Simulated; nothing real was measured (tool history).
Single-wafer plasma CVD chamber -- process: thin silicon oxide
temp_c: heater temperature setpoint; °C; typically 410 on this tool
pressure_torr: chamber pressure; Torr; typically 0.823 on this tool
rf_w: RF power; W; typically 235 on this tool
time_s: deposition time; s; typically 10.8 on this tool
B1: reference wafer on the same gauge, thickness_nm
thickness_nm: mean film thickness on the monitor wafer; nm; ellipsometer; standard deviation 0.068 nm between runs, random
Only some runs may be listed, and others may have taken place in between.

run 1 hour=0.0 | temp_c=410 pressure_torr=0.823 rf_w=235 time_s=9.2 | B1=20.085 | thickness_nm=15.198
run 2 hour=68.5 | temp_c=410 pressure_torr=0.823 rf_w=235 time_s=9.2 | B1=20.081 | thickness_nm=15.199
run 3 hour=112.4 | temp_c=421 pressure_torr=0.823 rf_w=205 time_s=10.8 | B1=20.093 | thickness_nm=16.530
run 4 hour=157.7 | temp_c=421 pressure_torr=0.823 rf_w=205 time_s=10.8 | B1=20.085 | thickness_nm=16.351
-- hour=176.0 thermocouple changed; heater temperature recalibrated
run 5 hour=262.2 | temp_c=421 pressure_torr=0.823 rf_w=205 time_s=10.8 | B1=20.083 | thickness_nm=16.391
run 6 hour=357.6 | temp_c=410 pressure_torr=0.823 rf_w=265 time_s=10.8 | B1=20.074 | thickness_nm=18.679
run 7 hour=421.7 | temp_c=410 pressure_torr=0.823 rf_w=210 time_s=10.8 | B1=20.139 | thickness_nm=16.731
run 8 hour=546.7 | temp_c=410 pressure_torr=1.010 rf_w=235 time_s=10.8 | B1=20.105 | thickness_nm=21.141
run 9 hour=593.4 | temp_c=410 pressure_torr=0.730 rf_w=200 time_s=10.8 | B1=20.124 | thickness_nm=14.238
-- hour=627.5 capacitance manometer re-zeroed and calibrated
run 10 hour=767.5 | temp_c=410 pressure_torr=0.823 rf_w=235 time_s=10.8 | B1=20.092 | thickness_nm=17.510
run 11 hour=870.0 | temp_c=410 pressure_torr=0.823 rf_w=235 time_s=10.8 | B1=20.068 | thickness_nm=17.347
run 12 hour=911.5 | temp_c=410 pressure_torr=0.823 rf_w=235 time_s=11.5 | B1=20.125 | thickness_nm=18.299
run 13 hour=1013.5 | temp_c=410 pressure_torr=1.028 rf_w=235 time_s=10.8 | B1=20.097 | thickness_nm=20.720
-- hour=1028.6 RF generator calibrated
run 14 hour=1058.5 | temp_c=423 pressure_torr=0.823 rf_w=235 time_s=10.0 | B1=20.068 | thickness_nm=16.335
run 15 hour=1124.9 | temp_c=400 pressure_torr=0.919 rf_w=235 time_s=10.0 | B1=20.095 | thickness_nm=18.401
-- hour=1144.8 showerhead replaced
run 16 hour=1195.9 | temp_c=410 pressure_torr=0.823 rf_w=235 time_s=10.8 | B1=20.103 | thickness_nm=17.920
-- hour=1217.0 gauge calibrated
run 17 hour=1283.2 | temp_c=410 pressure_torr=0.703 rf_w=235 time_s=12.8 | B1=20.125 | thickness_nm=17.824
-- hour=1373.9 thermocouple changed; heater temperature recalibrated
run 18 hour=1380.5 | temp_c=410 pressure_torr=0.823 rf_w=235 time_s=10.8 | B1=20.137 | thickness_nm=17.787
run 19 hour=1593.3 | temp_c=405 pressure_torr=0.621 rf_w=200 time_s=9.0 | B1=20.099 | thickness_nm=9.878
run 20 hour=1694.7 | temp_c=397 pressure_torr=0.649 rf_w=255 time_s=12.4 | B1=20.093 | thickness_nm=16.240
run 21 hour=1779.1 | temp_c=410 pressure_torr=0.730 rf_w=200 time_s=10.8 | B1=20.124 | thickness_nm=14.074
run 22 hour=1854.0 | temp_c=410 pressure_torr=0.823 rf_w=235 time_s=10.8 | B1=20.096 | thickness_nm=17.350
run 23 hour=1957.6 | temp_c=410 pressure_torr=0.628 rf_w=270 time_s=12.6 | B1=20.157 | thickness_nm=15.996
run 24 hour=2026.8 | temp_c=410 pressure_torr=0.823 rf_w=235 time_s=10.8 | B1=20.114 | thickness_nm=17.218
run 25 hour=2082.5 | temp_c=410 pressure_torr=0.823 rf_w=235 time_s=12.5 | B1=20.096 | thickness_nm=19.878
-- hour=2099.7 RF generator calibrated
run 26 hour=2127.8 | temp_c=395 pressure_torr=0.898 rf_w=235 time_s=10.8 | B1=20.085 | thickness_nm=19.519
run 27 hour=2230.4 | temp_c=398 pressure_torr=0.823 rf_w=270 time_s=11.6 | B1=20.096 | thickness_nm=20.695
run 28 hour=2287.6 | temp_c=400 pressure_torr=1.009 rf_w=235 time_s=10.8 | B1=20.076 | thickness_nm=21.456
run 29 hour=2355.3 | temp_c=410 pressure_torr=1.017 rf_w=235 time_s=10.8 | B1=20.112 | thickness_nm=21.359

Each row is a separate what-if for the run after 29, all from the same tool condition, not one after another. Results?
run A hour=2355.7 | temp_c=410 pressure_torr=1.011 rf_w=235 time_s=10.8 | B1=? | thickness_nm=?
run B hour=2355.7 | temp_c=410 pressure_torr=0.823 rf_w=235 time_s=12.2 | B1=? | thickness_nm=?
run C hour=2355.7 | temp_c=396 pressure_torr=0.823 rf_w=195 time_s=10.8 | B1=? | thickness_nm=?

run=A B1=20.066 thickness_nm=21.123
run=B B1=20.066 thickness_nm=19.988
run=C B1=20.066 thickness_nm=16.208
The same runs, with their run-to-run variation unchanged, on a tool lacking any hidden condition would have given:
run=A thickness_nm=21.212
run=B thickness_nm=20.072
run=C thickness_nm=16.281
